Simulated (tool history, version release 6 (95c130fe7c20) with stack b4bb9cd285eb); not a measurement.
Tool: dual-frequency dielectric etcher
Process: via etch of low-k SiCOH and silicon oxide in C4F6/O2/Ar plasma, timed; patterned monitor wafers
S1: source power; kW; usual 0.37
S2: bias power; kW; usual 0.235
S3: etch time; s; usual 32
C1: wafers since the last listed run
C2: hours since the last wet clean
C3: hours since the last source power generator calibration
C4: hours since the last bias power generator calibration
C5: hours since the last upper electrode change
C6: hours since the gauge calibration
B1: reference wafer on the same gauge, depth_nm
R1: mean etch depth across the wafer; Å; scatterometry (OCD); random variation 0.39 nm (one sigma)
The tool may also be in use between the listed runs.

run 1 hour=0 | S1=0.37 S2=0.235 S3=32 | C1=0 C2=322.8 C3=1122.9 C4=4173.4 C5=2185.7 C6=66.1 | B1=64.9 | R1=777
run 2 hour=17.5 | S1=0.37 S2=0.235 S3=32 | C1=188 C2=340.3 C3=1140.4 C4=4190.9 C5=2203.2 C6=83.6 | B1=65 | R1=786
run 3 hour=47.1 | S1=0.37 S2=0.235 S3=32 | C1=319 C2=369.9 C3=1170 C4=4220.5 C5=2232.8 C6=113.2 | B1=64.8 | R1=783
run 4 hour=75 | S1=0.37 S2=0.235 S3=32 | C1=300 C2=397.8 C3=1197.9 C4=4248.4 C5=2260.7 C6=141.1 | B1=64.9 | R1=784
run 5 hour=94.5 | S1=0.37 S2=0.235 S3=32 | C1=210 C2=417.3 C3=1217.4 C4=4267.9 C5=2280.2 C6=160.6 | B1=64.7 | R1=782
run 6 hour=126.6 | S1=0.37 S2=0.235 S3=32 | C1=345 C2=449.4 C3=1249.5 C4=4300 C5=2312.3 C6=192.7 | B1=64.6 | R1=776
run 7 hour=143 | S1=0.37 S2=0.235 S3=32 | C1=176 C2=465.8 C3=1265.9 C4=4316.4 C5=2328.7 C6=209.1 | B1=64.6 | R1=776
run 8 hour=173.4 | S1=0.37 S2=0.235 S3=32 | C1=327 C2=496.2 C3=1296.3 C4=4346.8 C5=2359.1 C6=239.5 | B1=64.5 | R1=777
run 9 hour=195.7 | S1=0.37 S2=0.235 S3=32 | C1=240 C2=518.5 C3=1318.6 C4=4369.1 C5=2381.4 C6=261.8 | B1=64.3 | R1=788
-- hour=221.1 wet clean of the chamber
run 10 hour=221.6 | S1=0.37 S2=0.235 S3=32 | C1=20 C2=0.5 C3=1344.5 C4=4395 C5=2407.3 C6=287.7 | B1=64.3 | R1=780
run 11 hour=235.7 | S1=0.37 S2=0.235 S3=32 | C1=151 C2=14.6 C3=1358.6 C4=4409.1 C5=2421.4 C6=301.8 | B1=64.3 | R1=782
run 12 hour=248.3 | S1=0.37 S2=0.214 S3=27.5 | C1=135 C2=27.2 C3=1371.2 C4=4421.7 C5=2434 C6=314.4 | B1=64.3 | R1=649
-- hour=279.4 upper electrode replaced
run 13 hour=279.9 | S1=0.37 S2=0.235 S3=32 | C1=81 C2=58.8 C3=1402.8 C4=4453.3 C5=0.5 C6=346 | B1=64.1 | R1=785
run 14 hour=296.8 | S1=0.37 S2=0.235 S3=32 | C1=182 C2=75.7 C3=1419.7 C4=4470.2 C5=17.4 C6=362.9 | B1=64.2 | R1=779
run 15 hour=326.9 | S1=0.37 S2=0.181 S3=22.5 | C1=324 C2=105.8 C3=1449.8 C4=4500.3 C5=47.5 C6=393 | B1=64.1 | R1=509
-- hour=339.5 gauge calibrated
-- hour=352.5 source power generator calibrated
run 16 hour=353 | S1=0.35 S2=0.235 S3=29 | C1=238 C2=131.9 C3=0.5 C4=4526.4 C5=73.6 C6=13.5 | B1=65.1 | R1=699
run 17 hour=364.5 | S1=0.37 S2=0.235 S3=24 | C1=123 C2=143.4 C3=12 C4=4537.9 C5=85.1 C6=25 | B1=65.1 | R1=593
run 18 hour=386.2 | S1=0.4 S2=0.255 S3=24.5 | C1=233 C2=165.1 C3=33.7 C4=4559.6 C5=106.8 C6=46.7 | B1=65.1 | R1=634
-- hour=400.2 bias power generator calibrated
run 19 hour=418.6 | S1=0.43 S2=0.187 S3=40 | C1=306 C2=197.5 C3=66.1 C4=18.4 C5=139.2 C6=79.1 | B1=64.9 | R1=969
run 20 hour=433 | S1=0.29 S2=0.263 S3=38 | C1=155 C2=211.9 C3=80.5 C4=32.8 C5=153.6 C6=93.5 | B1=64.8 | R1=887
run 21 hour=459.3 | S1=0.44 S2=0.216 S3=39.5 | C1=283 C2=238.2 C3=106.8 C4=59.1 C5=179.9 C6=119.8 | B1=64.8 | R1=1005
run 22 hour=477.3 | S1=0.43 S2=0.187 S3=40 | C1=194 C2=256.2 C3=124.8 C4=77.1 C5=197.9 C6=137.8 | B1=64.8 | R1=962
run 23 hour=493.1 | S1=0.44 S2=0.235 S3=32 | C1=170 C2=272 C3=140.6 C4=92.9 C5=213.7 C6=153.6 | B1=64.7 | R1=827
run 24 hour=505.8 | S1=0.4 S2=0.235 S3=38 | C1=136 C2=284.7 C3=153.3 C4=105.6 C5=226.4 C6=166.3 | B1=64.8 | R1=956
run 25 hour=537 | S1=0.32 S2=0.196 S3=22.5 | C1=336 C2=315.9 C3=184.5 C4=136.8 C5=257.6 C6=197.5 | B1=64.5 | R1=498

3 ways to go on from here, each from the tool as it stands after run 25. What would each give?
run A hour=537.4 | S1=0.37 S2=0.235 S3=32 | C1=4 C2=316.3 C3=184.9 C4=137.2 C5=258 C6=197.9 | B1=? | R1=?
run B hour=537.4 | S1=0.42 S2=0.235 S3=32 | C1=4 C2=316.3 C3=184.9 C4=137.2 C5=258 C6=197.9 | B1=? | R1=?
run C hour=537.4 | S1=0.29 S2=0.267 S3=27 | C1=4 C2=316.3 C3=184.9 C4=137.2 C5=258 C6=197.9 | B1=? | R1=?

run=A B1=64.6 R1=778
run=B B1=64.6 R1=813
run=C B1=64.6 R1=628
Without the tool's hidden state the same runs would have given:
run=A R1=784
run=B R1=819
run=C R1=633

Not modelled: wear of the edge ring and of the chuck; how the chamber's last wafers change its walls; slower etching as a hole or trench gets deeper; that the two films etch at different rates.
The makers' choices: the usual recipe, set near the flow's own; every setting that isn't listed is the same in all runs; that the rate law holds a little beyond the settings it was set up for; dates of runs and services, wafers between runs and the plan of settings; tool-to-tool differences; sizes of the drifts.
